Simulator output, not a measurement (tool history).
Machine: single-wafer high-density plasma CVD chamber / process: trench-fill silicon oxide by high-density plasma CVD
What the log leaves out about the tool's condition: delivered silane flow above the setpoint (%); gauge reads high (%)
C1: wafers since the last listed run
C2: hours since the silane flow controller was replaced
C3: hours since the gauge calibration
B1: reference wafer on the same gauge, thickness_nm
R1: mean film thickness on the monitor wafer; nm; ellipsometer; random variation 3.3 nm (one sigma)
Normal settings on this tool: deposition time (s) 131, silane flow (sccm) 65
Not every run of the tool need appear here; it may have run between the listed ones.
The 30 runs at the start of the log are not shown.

run 31 hour=2160.0 | deposition_time_(s)=106 silane_flow_(sccm)=77 | C1=658 C2=1291.5 C3=2075.7 | B1=835.519 | R1=831.236
-- hour=2221.4 silane flow controller replaced
run 32 hour=2221.9 | deposition_time_(s)=108 silane_flow_(sccm)=65 | C1=483 C2=0.5 C3=2137.6 | B1=837.716 | R1=716.173
run 33 hour=2283.6 | deposition_time_(s)=152 silane_flow_(sccm)=74 | C1=553 C2=62.2 C3=2199.3 | B1=837.605 | R1=1144.094
run 34 hour=2352.5 | deposition_time_(s)=131 silane_flow_(sccm)=65 | C1=618 C2=131.1 C3=2268.2 | B1=837.245 | R1=865.429
run 35 hour=2426.4 | deposition_time_(s)=111 silane_flow_(sccm)=73 | C1=663 C2=205.0 C3=2342.1 | B1=837.742 | R1=823.344
run 36 hour=2479.9 | deposition_time_(s)=105 silane_flow_(sccm)=65 | C1=480 C2=258.5 C3=2395.6 | B1=837.713 | R1=695.240
run 37 hour=2523.0 | deposition_time_(s)=131 silane_flow_(sccm)=56 | C1=386 C2=301.6 C3=2438.7 | B1=836.697 | R1=748.902
run 38 hour=2623.6 | deposition_time_(s)=117 silane_flow_(sccm)=71 | C1=903 C2=402.2 C3=2539.3 | B1=838.089 | R1=847.967
-- hour=2713.3 gauge calibrated
run 39 hour=2721.1 | deposition_time_(s)=112 silane_flow_(sccm)=74 | C1=875 C2=499.7 C3=7.8 | B1=808.906 | R1=807.997
run 40 hour=2799.5 | deposition_time_(s)=123 silane_flow_(sccm)=70 | C1=703 C2=578.1 C3=86.2 | B1=811.646 | R1=850.584
run 41 hour=2838.2 | deposition_time_(s)=105 silane_flow_(sccm)=73 | C1=347 C2=616.8 C3=124.9 | B1=812.287 | R1=757.618
run 42 hour=2892.9 | deposition_time_(s)=131 silane_flow_(sccm)=60 | C1=491 C2=671.5 C3=179.6 | B1=815.389 | R1=780.013
run 43 hour=3080.9 | deposition_time_(s)=153 silane_flow_(sccm)=74 | C1=1687 C2=859.5 C3=367.6 | B1=819.887 | R1=1128.296
run 44 hour=3225.9 | deposition_time_(s)=142 silane_flow_(sccm)=74 | C1=1301 C2=1004.5 C3=512.6 | B1=823.240 | R1=1047.085
run 45 hour=3323.3 | deposition_time_(s)=106 silane_flow_(sccm)=70 | C1=874 C2=1101.9 C3=610.0 | B1=825.184 | R1=750.180
run 46 hour=3424.1 | deposition_time_(s)=109 silane_flow_(sccm)=72 | C1=904 C2=1202.7 C3=710.8 | B1=826.821 | R1=787.555

Each row is a separate what-if for the run after 46, all from the same tool condition, not one after another. Results?
run A hour=3424.5 | deposition_time_(s)=131 silane_flow_(sccm)=65 | C1=3 C2=1203.1 C3=711.2 | B1=? | R1=?
run B hour=3424.5 | deposition_time_(s)=138 silane_flow_(sccm)=72 | C1=3 C2=1203.1 C3=711.2 | B1=? | R1=?
run C hour=3424.5 | deposition_time_(s)=157 silane_flow_(sccm)=53 | C1=3 C2=1203.1 C3=711.2 | B1=? | R1=?

run=A B1=826.470 R1=852.119
run=B B1=826.470 R1=994.322
run=C B1=826.470 R1=832.705
Had the tool no hidden state, the same runs would have come out as:
run=A R1=837.392
run=B R1=977.137
run=C R1=818.313
